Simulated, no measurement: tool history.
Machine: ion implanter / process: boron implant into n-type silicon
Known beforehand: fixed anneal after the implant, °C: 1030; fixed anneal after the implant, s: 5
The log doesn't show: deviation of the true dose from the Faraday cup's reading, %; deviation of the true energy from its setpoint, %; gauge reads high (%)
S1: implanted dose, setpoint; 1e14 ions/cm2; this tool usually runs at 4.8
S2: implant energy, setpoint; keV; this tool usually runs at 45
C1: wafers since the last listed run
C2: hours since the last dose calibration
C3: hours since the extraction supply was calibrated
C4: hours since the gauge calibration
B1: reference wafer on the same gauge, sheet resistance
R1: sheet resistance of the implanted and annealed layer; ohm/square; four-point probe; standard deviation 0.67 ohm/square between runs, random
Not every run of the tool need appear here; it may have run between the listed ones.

{"run": 1, "hour": 0.0, "S1": 4.8, "S2": 45, "C1": 0, "C2": 424.6, "C3": 4976.6, "C4": 1018.3, "B1": 206.7, "R1": 193.51}
{"run": 2, "hour": 24.4, "S1": 4.8, "S2": 45, "C1": 468, "C2": 449, "C3": 5001, "C4": 1042.7, "B1": 206.86, "R1": 192.51}
{"run": 3, "hour": 55.3, "S1": 4.35, "S2": 45, "C1": 593, "C2": 479.9, "C3": 5031.9, "C4": 1073.6, "B1": 206.89, "R1": 209.49}
{"run": 4, "hour": 109.4, "S1": 5.92, "S2": 45, "C1": 1039, "C2": 534, "C3": 5086, "C4": 1127.7, "B1": 207.06, "R1": 162.49}
{"run": 5, "hour": 143.4, "S1": 5.92, "S2": 45, "C1": 653, "C2": 568, "C3": 5120, "C4": 1161.7, "B1": 206.99, "R1": 162.72}
{"run": 6, "hour": 209.3, "S1": 4.8, "S2": 45, "C1": 1266, "C2": 633.9, "C3": 5185.9, "C4": 1227.6, "B1": 206.99, "R1": 192.95}
{"run": 7, "hour": 256.0, "S1": 5.67, "S2": 45, "C1": 897, "C2": 680.6, "C3": 5232.6, "C4": 1274.3, "B1": 207.01, "R1": 168.84}
{"run": 8, "hour": 285.8, "S1": 5.67, "S2": 45, "C1": 572, "C2": 710.4, "C3": 5262.4, "C4": 1304.1, "B1": 207.12, "R1": 168.29}
{"run": 9, "hour": 337.5, "S1": 5.67, "S2": 45, "C1": 993, "C2": 762.1, "C3": 5314.1, "C4": 1355.8, "B1": 207.06, "R1": 167.34}
{"run": 10, "hour": 372.8, "S1": 4.8, "S2": 45, "C1": 678, "C2": 797.4, "C3": 5349.4, "C4": 1391.1, "B1": 206.76, "R1": 191.29}
{"run": 11, "hour": 444.1, "S1": 4.8, "S2": 45, "C1": 1369, "C2": 868.7, "C3": 5420.7, "C4": 1462.4, "B1": 206.9, "R1": 193.3}
{"run": 12, "hour": 512.9, "S1": 4.8, "S2": 39, "C1": 1321, "C2": 937.5, "C3": 5489.5, "C4": 1531.2, "B1": 207.23, "R1": 195.47}
{"run": 13, "hour": 556.2, "S1": 5.28, "S2": 45, "C1": 831, "C2": 980.8, "C3": 5532.8, "C4": 1574.5, "B1": 206.97, "R1": 178.81}
{"run": 14, "hour": 619.0, "S1": 5.28, "S2": 45, "C1": 1206, "C2": 1043.6, "C3": 5595.6, "C4": 1637.3, "B1": 207.29, "R1": 177.34}
{"run": 15, "hour": 645.0, "S1": 5.85, "S2": 45, "C1": 499, "C2": 1069.6, "C3": 5621.6, "C4": 1663.3, "B1": 206.7, "R1": 163.78}
{"hour": 666.2, "done": "extraction supply calibrated"}
{"hour": 677.8, "done": "gauge calibrated"}
{"run": 16, "hour": 695.6, "S1": 5.17, "S2": 45, "C1": 818, "C2": 1120.2, "C3": 29.4, "C4": 17.8, "B1": 207.39, "R1": 180.82}
{"run": 17, "hour": 754.2, "S1": 5.17, "S2": 45, "C1": 1125, "C2": 1178.8, "C3": 88, "C4": 76.4, "B1": 207.09, "R1": 180.26}
{"run": 18, "hour": 812.5, "S1": 5.17, "S2": 45, "C1": 1120, "C2": 1237.1, "C3": 146.3, "C4": 134.7, "B1": 206.79, "R1": 182.46}
{"run": 19, "hour": 837.0, "S1": 3.46, "S2": 40, "C1": 470, "C2": 1261.6, "C3": 170.8, "C4": 159.2, "B1": 206.96, "R1": 253.35}
{"run": 20, "hour": 866.2, "S1": 3.99, "S2": 59.5, "C1": 560, "C2": 1290.8, "C3": 200, "C4": 188.4, "B1": 206.98, "R1": 217.93}
{"run": 21, "hour": 917.9, "S1": 6.12, "S2": 45, "C1": 993, "C2": 1342.5, "C3": 251.7, "C4": 240.1, "B1": 206.97, "R1": 157.22}
{"run": 22, "hour": 949.1, "S1": 3.38, "S2": 39.5, "C1": 599, "C2": 1373.7, "C3": 282.9, "C4": 271.3, "B1": 207.04, "R1": 259.66}
{"run": 23, "hour": 1110.7, "S1": 4.8, "S2": 45, "C1": 3104, "C2": 1535.3, "C3": 444.5, "C4": 432.9, "B1": 206.93, "R1": 192.4}
{"run": 24, "hour": 1176.8, "S1": 4.37, "S2": 41, "C1": 1269, "C2": 1601.4, "C3": 510.6, "C4": 499, "B1": 207.24, "R1": 209.56}
{"run": 25, "hour": 1236.2, "S1": 5.35, "S2": 32, "C1": 1141, "C2": 1660.8, "C3": 570, "C4": 558.4, "B1": 207.06, "R1": 182.54}
{"hour": 1423.9, "done": "Faraday cup replaced and dose calibrated"}
{"run": 26, "hour": 1430.9, "S1": 5.85, "S2": 29.5, "C1": 3586, "C2": 7, "C3": 764.7, "C4": 753.1, "B1": 206.95, "R1": 173.64}
{"run": 27, "hour": 1497.7, "S1": 5.17, "S2": 45, "C1": 1283, "C2": 73.8, "C3": 831.5, "C4": 819.9, "B1": 206.91, "R1": 183.37}
{"run": 28, "hour": 1527.5, "S1": 4.24, "S2": 51.5, "C1": 572, "C2": 103.6, "C3": 861.3, "C4": 849.7, "B1": 206.95, "R1": 210.58}
{"run": 29, "hour": 1553.9, "S1": 4.8, "S2": 50, "C1": 507, "C2": 130, "C3": 887.7, "C4": 876.1, "B1": 207.07, "R1": 192.03}
{"run": 30, "hour": 1580.6, "S1": 4.8, "S2": 45, "C1": 512, "C2": 156.7, "C3": 914.4, "C4": 902.8, "B1": 207.22, "R1": 193.84}
{"run": 31, "hour": 1610.9, "S1": 5.67, "S2": 45, "C1": 582, "C2": 187, "C3": 944.7, "C4": 933.1, "B1": 207.17, "R1": 170.02}
{"run": 32, "hour": 1661.0, "S1": 4.8, "S2": 45, "C1": 962, "C2": 237.1, "C3": 994.8, "C4": 983.2, "B1": 207.18, "R1": 193.68}
{"run": 33, "hour": 1686.5, "S1": 4.8, "S2": 45, "C1": 489, "C2": 262.6, "C3": 1020.3, "C4": 1008.7, "B1": 207.03, "R1": 194.31}
{"run": 34, "hour": 1719.8, "S1": 4.8, "S2": 60, "C1": 639, "C2": 295.9, "C3": 1053.6, "C4": 1042, "B1": 206.99, "R1": 188.6}
{"run": 35, "hour": 1771.6, "S1": 4.8, "S2": 58.5, "C1": 995, "C2": 347.7, "C3": 1105.4, "C4": 1093.8, "B1": 207.03, "R1": 188.45}
{"run": 36, "hour": 1831.1, "S1": 3.38, "S2": 29.5, "C1": 1143, "C2": 407.2, "C3": 1164.9, "C4": 1153.3, "B1": 207.09, "R1": 268.18}
{"run": 37, "hour": 1867.5, "S1": 4.43, "S2": 52.5, "C1": 699, "C2": 443.6, "C3": 1201.3, "C4": 1189.7, "B1": 206.96, "R1": 204.03}

For some of the steps in R1 from one run to the next: how much would appear even if the tool had no hidden state, given the settings, what came in and random variation, and how much remains for the hidden state plus any gauge scatter that the measured result and the result without hidden state don't share?
Run 18 -> 19: S1 5.17 -> 3.46, S2 45 -> 40. R1 +70.89 ohm/square: hidden state -1.08, all else +71.97.
Run 21 -> 22: S1 6.12 -> 3.38, S2 45 -> 39.5. R1 +102.44 ohm/square: hidden state -1.61, all else +104.05.
Run 25 -> 26: S1 5.35 -> 5.85, S2 32 -> 29.5, Faraday cup replaced and dose calibrated. R1 -8.9 ohm/square: hidden state +2.99, all else -11.89.
Run 35 -> 36: S1 4.8 -> 3.38, S2 58.5 -> 29.5. R1 +79.73 ohm/square: hidden state -0.8, all else +80.53.
